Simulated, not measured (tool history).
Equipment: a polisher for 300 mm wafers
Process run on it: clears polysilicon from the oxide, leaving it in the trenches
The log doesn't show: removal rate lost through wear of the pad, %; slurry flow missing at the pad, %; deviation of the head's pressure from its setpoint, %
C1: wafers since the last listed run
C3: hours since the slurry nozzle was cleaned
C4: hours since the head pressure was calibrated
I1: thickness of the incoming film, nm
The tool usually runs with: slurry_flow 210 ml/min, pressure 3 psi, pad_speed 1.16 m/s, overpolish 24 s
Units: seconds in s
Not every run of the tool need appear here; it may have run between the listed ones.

{"run": 1, "hour": 0.0, "slurry_flow": 210, "pressure": 3.7, "pad_speed": 1.16, "overpolish": 20, "C1": 0, "wafers polished on this pad": 699, "C3": 386.7, "C4": 138.5, "I1": 790.6, "seconds": 33.2}
{"run": 2, "hour": 24.3, "slurry_flow": 210, "pressure": 3.7, "pad_speed": 1.16, "overpolish": 20, "C1": 190, "wafers polished on this pad": 890, "C3": 411, "C4": 162.8, "I1": 801.2, "seconds": 34.7}
{"hour": 38.4, "done": "worn pad replaced by a new one"}
{"run": 3, "hour": 84.5, "slurry_flow": 210, "pressure": 3.7, "pad_speed": 1.16, "overpolish": 20, "C1": 440, "wafers polished on this pad": 361, "C3": 471.2, "C4": 223, "I1": 796.7, "seconds": 34.5}
{"run": 4, "hour": 116.3, "slurry_flow": 210, "pressure": 3, "pad_speed": 1.16, "overpolish": 24, "C1": 249, "wafers polished on this pad": 611, "C3": 503, "C4": 254.8, "I1": 791, "seconds": 42.3}
{"run": 5, "hour": 151.7, "slurry_flow": 210, "pressure": 3, "pad_speed": 1.16, "overpolish": 24, "C1": 277, "wafers polished on this pad": 889, "C3": 538.4, "C4": 290.2, "I1": 803.2, "seconds": 43.1}
{"hour": 171.5, "done": "worn pad replaced by a new one"}
{"run": 6, "hour": 172.0, "slurry_flow": 210, "pressure": 3, "pad_speed": 1.16, "overpolish": 24, "C1": 127, "wafers polished on this pad": 4, "C3": 558.7, "C4": 310.5, "I1": 804.6, "seconds": 42.6}
{"run": 7, "hour": 189.5, "slurry_flow": 210, "pressure": 3, "pad_speed": 1.36, "overpolish": 24, "C1": 137, "wafers polished on this pad": 141, "C3": 576.2, "C4": 328, "I1": 800.6, "seconds": 35.8}
{"hour": 190.9, "done": "slurry nozzle cleaned"}
{"hour": 195.1, "done": "head pressure recalibrated"}
{"run": 8, "hour": 202.0, "slurry_flow": 210, "pressure": 3, "pad_speed": 1.16, "overpolish": 28, "C1": 74, "wafers polished on this pad": 215, "C3": 11.1, "C4": 6.9, "I1": 799.4, "seconds": 42}
{"run": 9, "hour": 217.8, "slurry_flow": 210, "pressure": 3, "pad_speed": 1.16, "overpolish": 24, "C1": 123, "wafers polished on this pad": 339, "C3": 26.9, "C4": 22.7, "I1": 786.8, "seconds": 41.3}
{"run": 10, "hour": 247.1, "slurry_flow": 210, "pressure": 3, "pad_speed": 1.16, "overpolish": 13, "C1": 229, "wafers polished on this pad": 569, "C3": 56.2, "C4": 52, "I1": 799, "seconds": 42.7}
{"run": 11, "hour": 264.5, "slurry_flow": 210, "pressure": 3, "pad_speed": 1.16, "overpolish": 24, "C1": 136, "wafers polished on this pad": 706, "C3": 73.6, "C4": 69.4, "I1": 775.8, "seconds": 41.1}
{"run": 12, "hour": 286.1, "slurry_flow": 260, "pressure": 2.4, "pad_speed": 0.9, "overpolish": 31, "C1": 169, "wafers polished on this pad": 875, "C3": 95.2, "C4": 91, "I1": 788.6, "seconds": 65.4}
{"run": 13, "hour": 301.2, "slurry_flow": 250, "pressure": 3, "pad_speed": 0.96, "overpolish": 28, "C1": 118, "wafers polished on this pad": 994, "C3": 110.3, "C4": 106.1, "I1": 802.3, "seconds": 50.6}
{"hour": 312.9, "done": "worn pad replaced by a new one"}
{"run": 14, "hour": 334.5, "slurry_flow": 150, "pressure": 3, "pad_speed": 1.16, "overpolish": 14, "C1": 229, "wafers polished on this pad": 169, "C3": 143.6, "C4": 139.4, "I1": 787.4, "seconds": 43.4}
{"run": 15, "hour": 364.4, "slurry_flow": 190, "pressure": 3, "pad_speed": 1.16, "overpolish": 19, "C1": 234, "wafers polished on this pad": 404, "C3": 173.5, "C4": 169.3, "I1": 789.2, "seconds": 42.2}
{"run": 16, "hour": 388.5, "slurry_flow": 240, "pressure": 2.4, "pad_speed": 1.16, "overpolish": 24, "C1": 189, "wafers polished on this pad": 593, "C3": 197.6, "C4": 193.4, "I1": 776.1, "seconds": 50.6}
{"run": 17, "hour": 411.1, "slurry_flow": 210, "pressure": 3, "pad_speed": 1.16, "overpolish": 24, "C1": 177, "wafers polished on this pad": 770, "C3": 220.2, "C4": 216, "I1": 791.8, "seconds": 41.8}

Alternative continuations, all from the tool just after run 17; predict every row:
{"run": "A", "hour": 411.6, "slurry_flow": 210, "pressure": 3, "pad_speed": 1.16, "overpolish": 24, "C1": 3, "wafers polished on this pad": 774, "C3": 220.7, "C4": 216.5, "I1": 793, "seconds": "?"}
{"run": "B", "hour": 411.6, "slurry_flow": 230, "pressure": 2.7, "pad_speed": 1.16, "overpolish": 24, "C1": 3, "wafers polished on this pad": 774, "C3": 220.7, "C4": 216.5, "I1": 793, "seconds": "?"}
{"run": "C", "hour": 411.6, "slurry_flow": 140, "pressure": 3, "pad_speed": 1.16, "overpolish": 19, "C1": 3, "wafers polished on this pad": 774, "C3": 220.7, "C4": 216.5, "I1": 793, "seconds": "?"}

run=A seconds=41.7
run=B seconds=45.9
run=C seconds=44.1
Take away the tool's hidden state, keep each run's random variation, and the runs would have read:
run=A seconds=41.7
run=B seconds=45.9
run=C seconds=44.1
